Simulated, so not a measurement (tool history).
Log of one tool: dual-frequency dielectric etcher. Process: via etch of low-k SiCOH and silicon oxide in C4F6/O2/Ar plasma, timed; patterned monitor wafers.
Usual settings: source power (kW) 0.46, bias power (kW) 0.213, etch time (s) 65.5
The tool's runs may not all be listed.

| run | hour | source power (kW) | bias power (kW) | etch time (s) | wafers since the last listed run | hours since the last wet clean | hours since the last source power generator calibration | hours since the last bias power generator calibration | hours since the last upper electrode change | hours since the gauge calibration | read-back reference wafer on the same gauge, depth_nm | mean etch depth across the wafer (angstrom) |
|---|---|---|---|---|---|---|---|---|---|---|---|---|
| 1 | 0 | 0.46 | 0.213 | 65.5 | 0 | 380.1 | 2561.2 | 17 | 5913.3 | 558 | 216.1 | 2043 |
| 2 | 32.2 | 0.46 | 0.213 | 65.5 | 564 | 412.3 | 2593.4 | 49.2 | 5945.5 | 590.2 | 215.3 | 2039 |
|  | 61.5 | wet clean of the chamber |
| 3 | 62 | 0.46 | 0.213 | 65.5 | 101 | 0.5 | 2623.2 | 79 | 5975.3 | 620 | 215.3 | 2013 |
|  | 106.7 | upper electrode replaced |
| 4 | 107.2 | 0.46 | 0.247 | 65.5 | 371 | 45.7 | 2668.4 | 124.2 | 0.5 | 665.2 | 214.8 | 2088 |
| 5 | 130.4 | 0.46 | 0.213 | 65.5 | 406 | 68.9 | 2691.6 | 147.4 | 23.7 | 688.4 | 214.4 | 2051 |
| 6 | 152.6 | 0.46 | 0.213 | 65.5 | 389 | 91.1 | 2713.8 | 169.6 | 45.9 | 710.6 | 214.4 | 2031 |
| 7 | 171.2 | 0.46 | 0.213 | 65.5 | 326 | 109.7 | 2732.4 | 188.2 | 64.5 | 729.2 | 214.8 | 1998 |
| 8 | 190.4 | 0.46 | 0.227 | 65.5 | 336 | 128.9 | 2751.6 | 207.4 | 83.7 | 748.4 | 214.4 | 2043 |
| 9 | 211.3 | 0.4 | 0.213 | 65.5 | 366 | 149.8 | 2772.5 | 228.3 | 104.6 | 769.3 | 214.3 | 1911 |
| 10 | 231.9 | 0.46 | 0.213 | 59.5 | 361 | 170.4 | 2793.1 | 248.9 | 125.2 | 789.9 | 213.9 | 1838 |
| 11 | 254.3 | 0.46 | 0.213 | 65.5 | 392 | 192.8 | 2815.5 | 271.3 | 147.6 | 812.3 | 214.2 | 2034 |
| 12 | 277.2 | 0.46 | 0.227 | 54.5 | 401 | 215.7 | 2838.4 | 294.2 | 170.5 | 835.2 | 213.3 | 1710 |
| 13 | 308.9 | 0.46 | 0.213 | 65.5 | 555 | 247.4 | 2870.1 | 325.9 | 202.2 | 866.9 | 213.4 | 2007 |
|  | 313.9 | source power generator calibrated |
| 14 | 333.2 | 0.46 | 0.213 | 65.5 | 355 | 271.7 | 19.3 | 350.2 | 226.5 | 891.2 | 213.3 | 2009 |
| 15 | 368.1 | 0.5 | 0.213 | 59.5 | 611 | 306.6 | 54.2 | 385.1 | 261.4 | 926.1 | 213 | 1888 |
| 16 | 389.1 | 0.46 | 0.23 | 77 | 368 | 327.6 | 75.2 | 406.1 | 282.4 | 947.1 | 213.3 | 2392 |
| 17 | 423.4 | 0.46 | 0.213 | 65.5 | 601 | 361.9 | 109.5 | 440.4 | 316.7 | 981.4 | 212.8 | 2000 |
| 18 | 452.7 | 0.36 | 0.165 | 65.5 | 513 | 391.2 | 138.8 | 469.7 | 346 | 1010.7 | 212.4 | 1768 |
|  | 483.6 | wet clean of the chamber |
| 19 | 484.1 | 0.51 | 0.213 | 52.5 | 129 | 0.5 | 170.2 | 501.1 | 377.4 | 1042.1 | 212.7 | 1655 |
| 20 | 489 | 0.46 | 0.213 | 81 | 85 | 5.4 | 175.1 | 506 | 382.3 | 1047 | 212.5 | 2446 |
| 21 | 517.8 | 0.41 | 0.213 | 53.5 | 505 | 34.2 | 203.9 | 534.8 | 411.1 | 1075.8 | 211.9 | 1565 |
|  | 522.3 | gauge calibrated |
| 22 | 603.9 | 0.46 | 0.213 | 65.5 | 1509 | 120.3 | 290 | 620.9 | 497.2 | 81.6 | 218.6 | 2075 |
| 23 | 616.3 | 0.46 | 0.213 | 65.5 | 217 | 132.7 | 302.4 | 633.3 | 509.6 | 94 | 218.3 | 2076 |
| 24 | 646.6 | 0.35 | 0.175 | 58.5 | 531 | 163 | 332.7 | 663.6 | 539.9 | 124.3 | 218.5 | 1592 |
| 25 | 680.2 | 0.46 | 0.247 | 76 | 589 | 196.6 | 366.3 | 697.2 | 573.5 | 157.9 | 218.2 | 2479 |
| 26 | 698.2 | 0.46 | 0.213 | 65.5 | 315 | 214.6 | 384.3 | 715.2 | 591.5 | 175.9 | 218.3 | 2048 |
| 27 | 727.2 | 0.46 | 0.213 | 65.5 | 508 | 243.6 | 413.3 | 744.2 | 620.5 | 204.9 | 217.9 | 2031 |
| 28 | 751.9 | 0.46 | 0.227 | 54.5 | 433 | 268.3 | 438 | 768.9 | 645.2 | 229.6 | 217.8 | 1722 |
| 29 | 773.6 | 0.41 | 0.174 | 74 | 380 | 290 | 459.7 | 790.6 | 666.9 | 251.3 | 218 | 2138 |

Forecast each of these 5 alternatives for the next run:
| A | 774 | 0.46 | 0.213 | 65.5 | 7 | 290.4 | 460.1 | 791 | 667.3 | 251.7 | ? | ? |
| B | 774 | 0.58 | 0.255 | 75.5 | 7 | 290.4 | 460.1 | 791 | 667.3 | 251.7 | ? | ? |
| C | 774 | 0.46 | 0.163 | 59.5 | 7 | 290.4 | 460.1 | 791 | 667.3 | 251.7 | ? | ? |
| D | 774 | 0.46 | 0.162 | 65.5 | 7 | 290.4 | 460.1 | 791 | 667.3 | 251.7 | ? | ? |
| E | 774 | 0.46 | 0.161 | 76.5 | 7 | 290.4 | 460.1 | 791 | 667.3 | 251.7 | ? | ? |

| run | read-back reference wafer on the same gauge, depth_nm | mean etch depth across the wafer (angstrom) |
|---|---|---|
| A | 217.7 | 2047 |
| B | 217.7 | 2671 |
| C | 217.7 | 1768 |
| D | 217.7 | 1945 |
| E | 217.7 | 2269 |
Without the tool's hidden state the same runs would have given:
| run | mean etch depth across the wafer (angstrom) |
|---|---|
| A | 2069 |
| B | 2699 |
| C | 1787 |
| D | 1965 |
| E | 2293 |
